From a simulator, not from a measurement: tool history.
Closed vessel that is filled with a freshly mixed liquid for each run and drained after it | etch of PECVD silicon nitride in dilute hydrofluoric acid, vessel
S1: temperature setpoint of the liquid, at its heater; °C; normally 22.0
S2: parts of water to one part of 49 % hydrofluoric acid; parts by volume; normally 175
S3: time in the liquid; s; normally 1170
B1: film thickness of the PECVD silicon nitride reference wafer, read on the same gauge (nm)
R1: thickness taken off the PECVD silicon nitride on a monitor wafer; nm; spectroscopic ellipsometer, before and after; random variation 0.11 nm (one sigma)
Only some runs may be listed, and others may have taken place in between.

{"run": 1, "hour": 0.0, "S1": 22.0, "S2": 175, "S3": 1170, "B1": 90.02, "R1": 11.4}
{"run": 2, "hour": 10.6, "S1": 22.0, "S2": 175, "S3": 970, "B1": 90.04, "R1": 9.53}
{"run": 3, "hour": 23.8, "S1": 22.0, "S2": 175, "S3": 970, "B1": 90.02, "R1": 9.5}
{"run": 4, "hour": 70.5, "S1": 22.0, "S2": 175, "S3": 970, "B1": 90.02, "R1": 9.29}
{"run": 5, "hour": 77.7, "S1": 22.0, "S2": 175, "S3": 1630, "B1": 90.03, "R1": 15.63}
{"run": 6, "hour": 87.1, "S1": 22.0, "S2": 175, "S3": 1385, "B1": 89.99, "R1": 13.4}
{"hour": 91.6, "done": "gauge calibrated"}
{"run": 7, "hour": 99.1, "S1": 22.0, "S2": 175, "S3": 1385, "B1": 89.99, "R1": 13.26}
{"run": 8, "hour": 105.2, "S1": 22.0, "S2": 175, "S3": 1385, "B1": 89.99, "R1": 13.36}
{"run": 9, "hour": 111.7, "S1": 22.0, "S2": 175, "S3": 1675, "B1": 89.96, "R1": 16.08}
{"hour": 120.8, "done": "thermometer replaced"}
{"run": 10, "hour": 122.3, "S1": 22.0, "S2": 130, "S3": 1170, "B1": 89.98, "R1": 17.99}
{"run": 11, "hour": 136.3, "S1": 22.0, "S2": 130, "S3": 1170, "B1": 89.97, "R1": 17.98}
{"run": 12, "hour": 154.1, "S1": 22.0, "S2": 130, "S3": 1170, "B1": 90.0, "R1": 18.05}
{"run": 13, "hour": 164.1, "S1": 20.5, "S2": 125, "S3": 1170, "B1": 90.01, "R1": 16.65}
{"run": 14, "hour": 172.2, "S1": 22.0, "S2": 105, "S3": 1795, "B1": 90.01, "R1": 34.01}
{"run": 15, "hour": 178.5, "S1": 17.5, "S2": 175, "S3": 1170, "B1": 89.98, "R1": 9.89}
{"run": 16, "hour": 195.5, "S1": 22.0, "S2": 175, "S3": 1170, "B1": 89.99, "R1": 13.39}
{"run": 17, "hour": 211.8, "S1": 20.0, "S2": 175, "S3": 1830, "B1": 89.99, "R1": 18.38}
{"run": 18, "hour": 229.6, "S1": 19.0, "S2": 175, "S3": 1170, "B1": 89.97, "R1": 11.02}
{"run": 19, "hour": 247.1, "S1": 22.0, "S2": 175, "S3": 1630, "B1": 89.99, "R1": 18.37}
{"run": 20, "hour": 258.2, "S1": 19.0, "S2": 175, "S3": 1170, "B1": 89.99, "R1": 11.04}
{"run": 21, "hour": 268.9, "S1": 20.0, "S2": 175, "S3": 1830, "B1": 90.02, "R1": 18.22}
{"hour": 275.9, "done": "hydrofluoric acid flow meter replaced"}
{"run": 22, "hour": 276.4, "S1": 20.5, "S2": 140, "S3": 1170, "B1": 89.97, "R1": 14.94}
{"run": 23, "hour": 291.7, "S1": 22.0, "S2": 175, "S3": 595, "B1": 90.0, "R1": 6.79}
{"run": 24, "hour": 302.1, "S1": 22.0, "S2": 175, "S3": 1170, "B1": 90.01, "R1": 13.1}
{"run": 25, "hour": 310.5, "S1": 20.5, "S2": 135, "S3": 1170, "B1": 90.02, "R1": 15.33}
{"run": 26, "hour": 321.0, "S1": 18.5, "S2": 105, "S3": 1170, "B1": 90.01, "R1": 16.95}
{"run": 27, "hour": 327.5, "S1": 22.0, "S2": 225, "S3": 1170, "B1": 90.0, "R1": 10.27}
{"run": 28, "hour": 342.7, "S1": 22.0, "S2": 130, "S3": 1170, "B1": 90.05, "R1": 17.56}
{"run": 29, "hour": 359.1, "S1": 22.0, "S2": 250, "S3": 1695, "B1": 89.95, "R1": 13.33}
{"run": 30, "hour": 371.1, "S1": 22.0, "S2": 175, "S3": 1170, "B1": 90.0, "R1": 13.25}
{"run": 31, "hour": 388.2, "S1": 25.0, "S2": 140, "S3": 1660, "B1": 90.0, "R1": 28.33}
{"run": 32, "hour": 400.9, "S1": 25.0, "S2": 140, "S3": 1660, "B1": 90.01, "R1": 27.95}

Each row is a separate what-if for the run after 32, all from the same tool condition, not one after another. Results?
{"run": "A", "hour": 401.9, "S1": 22.0, "S2": 175, "S3": 1170, "B1": "?", "R1": "?"}
{"run": "B", "hour": 401.9, "S1": 22.0, "S2": 220, "S3": 1170, "B1": "?", "R1": "?"}
{"run": "C", "hour": 401.9, "S1": 26.0, "S2": 215, "S3": 1170, "B1": "?", "R1": "?"}
{"run": "D", "hour": 401.9, "S1": 17.0, "S2": 175, "S3": 790, "B1": "?", "R1": "?"}

run=A B1=90.01 R1=13.35
run=B B1=90.01 R1=10.67
run=C B1=90.01 R1=14.06
run=D B1=90.01 R1=6.45
Had the tool no hidden state, the same runs would have come out as:
run=A R1=13.86
run=B R1=11.08
run=C R1=14.57
run=D R1=6.71
